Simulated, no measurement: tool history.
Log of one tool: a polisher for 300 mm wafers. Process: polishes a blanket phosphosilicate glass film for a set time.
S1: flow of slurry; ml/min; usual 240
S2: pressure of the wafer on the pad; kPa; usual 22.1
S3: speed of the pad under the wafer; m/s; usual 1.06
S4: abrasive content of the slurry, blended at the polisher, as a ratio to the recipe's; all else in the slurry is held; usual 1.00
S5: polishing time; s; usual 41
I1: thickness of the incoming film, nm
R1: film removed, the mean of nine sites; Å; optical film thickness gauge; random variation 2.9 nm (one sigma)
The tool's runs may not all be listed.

run 1 hour=0.0 | S1=240 S2=22.1 S3=1.06 S4=1.00 S5=41 | I1=4147.0 | R1=3800
-- hour=15.8 slurry blender recalibrated
run 2 hour=23.4 | S1=240 S2=22.1 S3=1.06 S4=1.00 S5=41 | I1=4199.8 | R1=3741
run 3 hour=46.0 | S1=240 S2=22.1 S3=1.06 S4=0.80 S5=41 | I1=4073.9 | R1=3239
-- hour=85.6 worn pad replaced by a new one
run 4 hour=94.0 | S1=240 S2=22.1 S3=1.06 S4=0.80 S5=41 | I1=4103.9 | R1=3312
-- hour=97.6 conditioning disc replaced and pad reconditioned
run 5 hour=128.0 | S1=290 S2=22.1 S3=1.06 S4=1.10 S5=41 | I1=4131.4 | R1=4006
run 6 hour=146.3 | S1=285 S2=22.1 S3=1.06 S4=1.00 S5=41 | I1=4155.7 | R1=3776
run 7 hour=169.5 | S1=240 S2=22.1 S3=1.06 S4=1.00 S5=33 | I1=4137.5 | R1=2945
-- hour=199.4 worn pad replaced by a new one
run 8 hour=204.9 | S1=240 S2=22.1 S3=1.06 S4=1.00 S5=33 | I1=4140.5 | R1=3043
-- hour=217.0 conditioning disc replaced and pad reconditioned
run 9 hour=235.8 | S1=240 S2=22.1 S3=1.06 S4=1.00 S5=33 | I1=4184.6 | R1=3001
-- hour=247.2 slurry blender recalibrated
run 10 hour=250.0 | S1=265 S2=22.1 S3=1.06 S4=1.00 S5=41 | I1=4066.4 | R1=3746
run 11 hour=266.1 | S1=240 S2=22.1 S3=1.06 S4=0.80 S5=41 | I1=4169.0 | R1=3220
-- hour=304.6 worn pad replaced by a new one
-- hour=336.5 conditioning disc replaced and pad reconditioned
-- hour=348.5 head pressure recalibrated
run 12 hour=366.2 | S1=295 S2=24.1 S3=1.24 S4=0.90 S5=41 | I1=4056.1 | R1=4460
run 13 hour=386.0 | S1=240 S2=22.1 S3=0.96 S4=0.75 S5=46 | I1=4081.0 | R1=3239
-- hour=408.0 worn pad replaced by a new one
-- hour=416.6 slurry nozzle cleaned
run 14 hour=418.6 | S1=185 S2=22.1 S3=1.30 S4=1.00 S5=41 | I1=4134.1 | R1=4312
-- hour=442.5 conditioning disc replaced and pad reconditioned
run 15 hour=453.6 | S1=240 S2=22.1 S3=0.72 S4=1.20 S5=41 | I1=4142.5 | R1=3073
-- hour=463.0 slurry blender recalibrated
run 16 hour=474.3 | S1=240 S2=22.1 S3=1.06 S4=1.10 S5=41 | I1=4174.4 | R1=3901
run 17 hour=492.8 | S1=240 S2=25.5 S3=1.06 S4=0.70 S5=27 | I1=4116.9 | R1=2227
-- hour=512.0 worn pad replaced by a new one
run 18 hour=528.7 | S1=285 S2=22.1 S3=1.06 S4=1.00 S5=54 | I1=4114.9 | R1=5096
-- hour=541.4 conditioning disc replaced and pad reconditioned
run 19 hour=549.1 | S1=240 S2=22.1 S3=1.06 S4=1.00 S5=41 | I1=4169.1 | R1=3821
run 20 hour=574.0 | S1=240 S2=22.1 S3=1.06 S4=1.00 S5=41 | I1=4111.9 | R1=3758

The same runs without the tool's hidden state, with the same run-to-run variation:
The hidden state here: removal rate lost through wear of the pad, %; slurry flow missing at the pad, %; deviation of the head's pressure from its setpoint, %; abrasive missing from the slurry, %; time polished since the conditioner stopped cutting, s.
run=1 R1=3832
run=2 R1=3797
run=3 R1=3322
run=4 R1=3322
run=5 R1=4045
run=6 R1=3841
run=7 R1=3035
run=8 R1=3061
run=9 R1=3035
run=10 R1=3806
run=11 R1=3296
run=12 R1=4531
run=13 R1=3327
run=14 R1=4328
run=15 R1=3108
run=16 R1=3981
run=17 R1=2297
run=18 R1=5104
run=19 R1=3843
run=20 R1=3816
